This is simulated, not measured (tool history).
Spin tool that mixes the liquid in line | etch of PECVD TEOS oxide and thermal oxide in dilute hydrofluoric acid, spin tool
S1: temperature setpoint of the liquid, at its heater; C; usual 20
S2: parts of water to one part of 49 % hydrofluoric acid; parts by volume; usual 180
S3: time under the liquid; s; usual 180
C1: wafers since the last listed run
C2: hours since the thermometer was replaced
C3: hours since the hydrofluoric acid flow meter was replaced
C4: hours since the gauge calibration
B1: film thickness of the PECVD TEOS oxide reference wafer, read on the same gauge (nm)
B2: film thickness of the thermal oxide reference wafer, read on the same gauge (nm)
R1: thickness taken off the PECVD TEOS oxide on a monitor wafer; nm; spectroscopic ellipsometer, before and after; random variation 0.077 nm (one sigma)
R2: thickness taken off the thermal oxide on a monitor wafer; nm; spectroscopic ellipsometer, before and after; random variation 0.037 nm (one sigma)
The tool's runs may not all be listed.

run 1 hour=0 | S1=20 S2=180 S3=180 | C1=0 C2=245.6 C3=1459.3 C4=205.8 | B1=110.01 B2=149.992 | R1=11.64 R2=3.583
run 2 hour=15.9 | S1=20 S2=180 S3=180 | C1=66 C2=261.5 C3=1475.2 C4=221.7 | B1=110 B2=150.035 | R1=11.79 R2=3.58
run 3 hour=30.9 | S1=20 S2=180 S3=180 | C1=62 C2=276.5 C3=1490.2 C4=236.7 | B1=110 B2=149.995 | R1=11.84 R2=3.455
-- hour=39.6 gauge calibrated
run 4 hour=48.2 | S1=20 S2=180 S3=180 | C1=72 C2=293.8 C3=1507.5 C4=8.6 | B1=110.02 B2=150.008 | R1=11.72 R2=3.579
run 5 hour=63.8 | S1=20 S2=180 S3=180 | C1=65 C2=309.4 C3=1523.1 C4=24.2 | B1=110.01 B2=150.003 | R1=11.87 R2=3.501
run 6 hour=81 | S1=23.5 S2=180 S3=180 | C1=71 C2=326.6 C3=1540.3 C4=41.4 | B1=109.99 B2=149.965 | R1=13.2 R2=4.029
run 7 hour=92.3 | S1=17 S2=180 S3=180 | C1=47 C2=337.9 C3=1551.6 C4=52.7 | B1=110.02 B2=150.01 | R1=10.43 R2=3.094
run 8 hour=105.7 | S1=17.5 S2=180 S3=180 | C1=56 C2=351.3 C3=1565 C4=66.1 | B1=109.99 B2=149.994 | R1=10.58 R2=3.148
-- hour=109.6 hydrofluoric acid flow meter replaced
run 9 hour=118.6 | S1=17.5 S2=180 S3=180 | C1=49 C2=364.2 C3=9 C4=79 | B1=110 B2=149.987 | R1=10.5 R2=3.143
run 10 hour=132.8 | S1=17.5 S2=180 S3=180 | C1=59 C2=378.4 C3=23.2 C4=93.2 | B1=110.03 B2=149.974 | R1=10.51 R2=3.149
run 11 hour=145.7 | S1=20 S2=180 S3=95 | C1=53 C2=391.3 C3=36.1 C4=106.1 | B1=110.01 B2=150.006 | R1=6.18 R2=1.835
run 12 hour=159.7 | S1=20 S2=180 S3=95 | C1=58 C2=405.3 C3=50.1 C4=120.1 | B1=110 B2=150.005 | R1=6.11 R2=1.847
run 13 hour=173.9 | S1=20 S2=180 S3=180 | C1=59 C2=419.5 C3=64.3 C4=134.3 | B1=110.01 B2=149.986 | R1=11.53 R2=3.479
run 14 hour=185.2 | S1=20 S2=255 S3=230 | C1=47 C2=430.8 C3=75.6 C4=145.6 | B1=110.01 B2=150.017 | R1=9.67 R2=2.881
run 15 hour=202.9 | S1=17 S2=245 S3=180 | C1=73 C2=448.5 C3=93.3 C4=163.3 | B1=109.97 B2=149.956 | R1=7.02 R2=2.134
run 16 hour=210.1 | S1=20 S2=180 S3=90 | C1=30 C2=455.7 C3=100.5 C4=170.5 | B1=110.01 B2=150.028 | R1=5.75 R2=1.735
run 17 hour=216.6 | S1=17.5 S2=180 S3=180 | C1=27 C2=462.2 C3=107 C4=177 | B1=109.98 B2=149.981 | R1=10.35 R2=3.102
run 18 hour=231.2 | S1=20 S2=180 S3=180 | C1=61 C2=476.8 C3=121.6 C4=191.6 | B1=110.04 B2=150 | R1=11.48 R2=3.441
run 19 hour=249 | S1=20 S2=265 S3=180 | C1=74 C2=494.6 C3=139.4 C4=209.4 | B1=109.99 B2=150.019 | R1=7.18 R2=2.173
-- hour=257.2 thermometer replaced
run 20 hour=260 | S1=20 S2=140 S3=180 | C1=41 C2=2.8 C3=150.4 C4=220.4 | B1=110.01 B2=150.023 | R1=16.2 R2=4.822
run 21 hour=275.2 | S1=20 S2=205 S3=180 | C1=63 C2=18 C3=165.6 C4=235.6 | B1=109.99 B2=149.992 | R1=10.2 R2=3.079
-- hour=277.3 gauge calibrated
run 22 hour=314.3 | S1=18.5 S2=180 S3=180 | C1=163 C2=57.1 C3=204.7 C4=37 | B1=110.02 B2=149.998 | R1=11.35 R2=3.383
run 23 hour=328.8 | S1=20 S2=130 S3=95 | C1=60 C2=71.6 C3=219.2 C4=51.5 | B1=109.99 B2=150.021 | R1=9.18 R2=2.794
run 24 hour=338.4 | S1=22.5 S2=100 S3=230 | C1=40 C2=81.2 C3=228.8 C4=61.1 | B1=110.01 B2=149.974 | R1=33.14 R2=9.959
run 25 hour=355.1 | S1=24 S2=130 S3=225 | C1=69 C2=97.9 C3=245.5 C4=77.8 | B1=110 B2=150.007 | R1=25.5 R2=7.545
run 26 hour=362.1 | S1=20 S2=265 S3=180 | C1=29 C2=104.9 C3=252.5 C4=84.8 | B1=110.01 B2=149.995 | R1=7.49 R2=2.249

4 ways to go on from here, each from the tool as it stands after run 26. What would each give?
run A hour=362.6 | S1=20 S2=180 S3=180 | C1=2 C2=105.4 C3=253 C4=85.3 | B1=? B2=? | R1=? R2=?
run B hour=362.6 | S1=25 S2=180 S3=275 | C1=2 C2=105.4 C3=253 C4=85.3 | B1=? B2=? | R1=? R2=?
run C hour=362.6 | S1=20 S2=205 S3=245 | C1=2 C2=105.4 C3=253 C4=85.3 | B1=? B2=? | R1=? R2=?
run D hour=362.6 | S1=24 S2=180 S3=225 | C1=2 C2=105.4 C3=253 C4=85.3 | B1=? B2=? | R1=? R2=?

run=A B1=110.02 B2=149.988 R1=11.96 R2=3.548
run=B B1=110.02 B2=149.988 R1=22.13 R2=6.564
run=C B1=110.02 B2=149.988 R1=13.95 R2=4.138
run=D B1=110.02 B2=149.988 R1=17.44 R2=5.173
Without the tool's hidden state the same runs would have given:
run=A R1=12.22 R2=3.624
run=B R1=22.58 R2=6.697
run=C R1=14.25 R2=4.225
run=D R1=17.8 R2=5.279
